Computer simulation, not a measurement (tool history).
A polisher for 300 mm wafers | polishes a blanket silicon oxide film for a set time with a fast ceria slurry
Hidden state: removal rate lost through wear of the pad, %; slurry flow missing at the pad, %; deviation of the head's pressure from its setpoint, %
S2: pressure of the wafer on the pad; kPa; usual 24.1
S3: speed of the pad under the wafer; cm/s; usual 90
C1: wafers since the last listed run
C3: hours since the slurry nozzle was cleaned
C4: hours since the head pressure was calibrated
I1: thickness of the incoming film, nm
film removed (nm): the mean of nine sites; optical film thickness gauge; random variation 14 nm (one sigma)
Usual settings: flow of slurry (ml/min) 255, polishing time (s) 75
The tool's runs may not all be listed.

Run 1, hour 0: usual settings; C1 0; wafers polished on this pad 171; C3 210.5; C4 863.4; I1 3621.7. Result: film removed (nm) 1223.7.
Run 2, hour 7.2: usual settings; C1 75; wafers polished on this pad 247; C3 217.7; C4 870.6; I1 3714.8. Result: film removed (nm) 1207.6.
Run 3, hour 13.7: usual settings; C1 68; wafers polished on this pad 315; C3 224.2; C4 877.1; I1 3610.3. Result: film removed (nm) 1215.5.
Run 4, hour 28.2: usual settings; C1 151; wafers polished on this pad 467; C3 238.7; C4 891.6; I1 3711.8. Result: film removed (nm) 1219.1.
Run 5, hour 35.5: usual settings but S2 30.3 kPa; C1 76; wafers polished on this pad 543; C3 246; C4 898.9; I1 3695.3. Result: film removed (nm) 1502.9.
Run 6, hour 42.1: usual settings; C1 69; wafers polished on this pad 612; C3 252.6; C4 905.5; I1 3624.9. Result: film removed (nm) 1212.
At hour 51.6: worn pad replaced by a new one.
Run 7, hour 59.8: usual settings; C1 143; wafers polished on this pad 85; C3 270.3; C4 923.2; I1 3686.2. Result: film removed (nm) 1209.
Run 8, hour 74.4: usual settings; C1 152; wafers polished on this pad 238; C3 284.9; C4 937.8; I1 3682.1. Result: film removed (nm) 1217.8.
Run 9, hour 80.8: usual settings; C1 66; wafers polished on this pad 305; C3 291.3; C4 944.2; I1 3650.2. Result: film removed (nm) 1210.
Run 10, hour 98.7: usual settings; C1 187; wafers polished on this pad 493; C3 309.2; C4 962.1; I1 3709.8. Result: film removed (nm) 1205.5.
Run 11, hour 108.8: usual settings; C1 105; wafers polished on this pad 598; C3 319.3; C4 972.2; I1 3693.1. Result: film removed (nm) 1194.5.
At hour 125: head pressure recalibrated.
At hour 127.2: worn pad replaced by a new one.
Run 12, hour 127.7: usual settings; C1 153; wafers polished on this pad 4; C3 338.2; C4 2.7; I1 3622.7. Result: film removed (nm) 1134.2.
Run 13, hour 133.7: usual settings; C1 62; wafers polished on this pad 67; C3 344.2; C4 8.7; I1 3678.2. Result: film removed (nm) 1132.8.
Run 14, hour 147.5: usual settings; C1 144; wafers polished on this pad 212; C3 358; C4 22.5; I1 3607.8. Result: film removed (nm) 1119.4.
Run 15, hour 163.3: usual settings; C1 165; wafers polished on this pad 377; C3 373.8; C4 38.3; I1 3624.8. Result: film removed (nm) 1114.9.
Run 16, hour 173.9: usual settings; C1 110; wafers polished on this pad 488; C3 384.4; C4 48.9; I1 3673.2. Result: film removed (nm) 1109.4.
Run 17, hour 188.7: usual settings; C1 154; wafers polished on this pad 643; C3 399.2; C4 63.7; I1 3587.2. Result: film removed (nm) 1116.3.
At hour 199.9: head pressure recalibrated, repeated, since the last time left the tool worse.
Run 18, hour 200.4: usual settings but S3 76 cm/s; C1 101; wafers polished on this pad 744; C3 410.9; C4 0.5; I1 3624.9. Result: film removed (nm) 1114.6.
At hour 212.5: worn pad replaced by a new one.
Run 19, hour 213: usual settings but S2 31 kPa; C1 90; wafers polished on this pad 5; C3 423.5; C4 13.1; I1 3710.6. Result: film removed (nm) 1693.
Run 20, hour 221.6: usual settings but S2 21.4 kPa, S3 122 cm/s; C1 90; wafers polished on this pad 95; C3 432.1; C4 21.7; I1 3650.6. Result: film removed (nm) 1583.6.
Run 21, hour 232.3: usual settings but S2 16.5 kPa, polishing time (s) 83; C1 111; wafers polished on this pad 207; C3 442.8; C4 32.4; I1 3632.8. Result: film removed (nm) 979.7.
Run 22, hour 243: usual settings; C1 111; wafers polished on this pad 319; C3 453.5; C4 43.1; I1 3623. Result: film removed (nm) 1298.7.
Run 23, hour 255.6: usual settings but flow of slurry (ml/min) 180, polishing time (s) 64; C1 131; wafers polished on this pad 451; C3 466.1; C4 55.7; I1 3703.4. Result: film removed (nm) 1051.4.
At hour 261.6: slurry nozzle cleaned.
Run 24, hour 266.1: usual settings; C1 99; wafers polished on this pad 550; C3 4.5; C4 66.2; I1 3604.9. Result: film removed (nm) 1287.2.
Run 25, hour 274.1: usual settings; C1 83; wafers polished on this pad 634; C3 12.5; C4 74.2; I1 3651.9. Result: film removed (nm) 1291.8.
At hour 285.6: worn pad replaced by a new one.
Run 26, hour 286.1: usual settings but flow of slurry (ml/min) 230, polishing time (s) 93; C1 83; wafers polished on this pad 5; C3 24.5; C4 86.2; I1 3665.3. Result: film removed (nm) 1551.9.
Run 27, hour 298.7: usual settings but S2 31.7 kPa, S3 106 cm/s, polishing time (s) 60; C1 131; wafers polished on this pad 137; C3 37.1; C4 98.8; I1 3588.5. Result: film removed (nm) 1599.5.
Run 28, hour 338.4: usual settings but flow of slurry (ml/min) 340, S3 120 cm/s; C1 415; wafers polished on this pad 552; C3 76.8; C4 138.5; I1 3689.1. Result: film removed (nm) 1749.5.
Run 29, hour 345.5: usual settings but flow of slurry (ml/min) 285, S2 19.3 kPa, S3 82 cm/s, polishing time (s) 64; C1 74; wafers polished on this pad 626; C3 83.9; C4 145.6; I1 3621.7. Result: film removed (nm) 819.3.
Run 30, hour 354.1: usual settings but flow of slurry (ml/min) 300, S2 21.4 kPa, S3 72 cm/s, polishing time (s) 93; C1 90; wafers polished on this pad 716; C3 92.5; C4 154.2; I1 3598.1. Result: film removed (nm) 1151.8.
At hour 371.2: worn pad replaced by a new one.
Run 31, hour 371.7: usual settings; C1 142; wafers polished on this pad 5; C3 110.1; C4 171.8; I1 3628. Result: film removed (nm) 1276.4.
Run 32, hour 380.5: usual settings; C1 92; wafers polished on this pad 97; C3 118.9; C4 180.6; I1 3685.1. Result: film removed (nm) 1276.9.

4 ways to go on from here, each from the tool as it stands after run 32. What would each give?
Run A, hour 381: usual settings but S2 20.7 kPa; C1 5; wafers polished on this pad 102; C3 119.4; C4 181.1; I1 3642.8. Result: film removed (nm) ?.
Run B, hour 381: usual settings but flow of slurry (ml/min) 185; C1 5; wafers polished on this pad 102; C3 119.4; C4 181.1; I1 3642.8. Result: film removed (nm) ?.
Run C, hour 381: usual settings but flow of slurry (ml/min) 200, S3 66 cm/s, polishing time (s) 86; C1 5; wafers polished on this pad 102; C3 119.4; C4 181.1; I1 3642.8. Result: film removed (nm) ?.
Run D, hour 381: usual settings but flow of slurry (ml/min) 320, S2 18.6 kPa, S3 76 cm/s, polishing time (s) 98; C1 5; wafers polished on this pad 102; C3 119.4; C4 181.1; I1 3642.8. Result: film removed (nm) ?.

run  film removed (nm)
  A             1077.4
  B             1201.9
  C             1031.5
  D             1099.3
Without the tool's hidden state the same runs would have given:
run  film removed (nm)
  A             1114.7
  B             1243.5
  C             1067.3
  D             1137.4

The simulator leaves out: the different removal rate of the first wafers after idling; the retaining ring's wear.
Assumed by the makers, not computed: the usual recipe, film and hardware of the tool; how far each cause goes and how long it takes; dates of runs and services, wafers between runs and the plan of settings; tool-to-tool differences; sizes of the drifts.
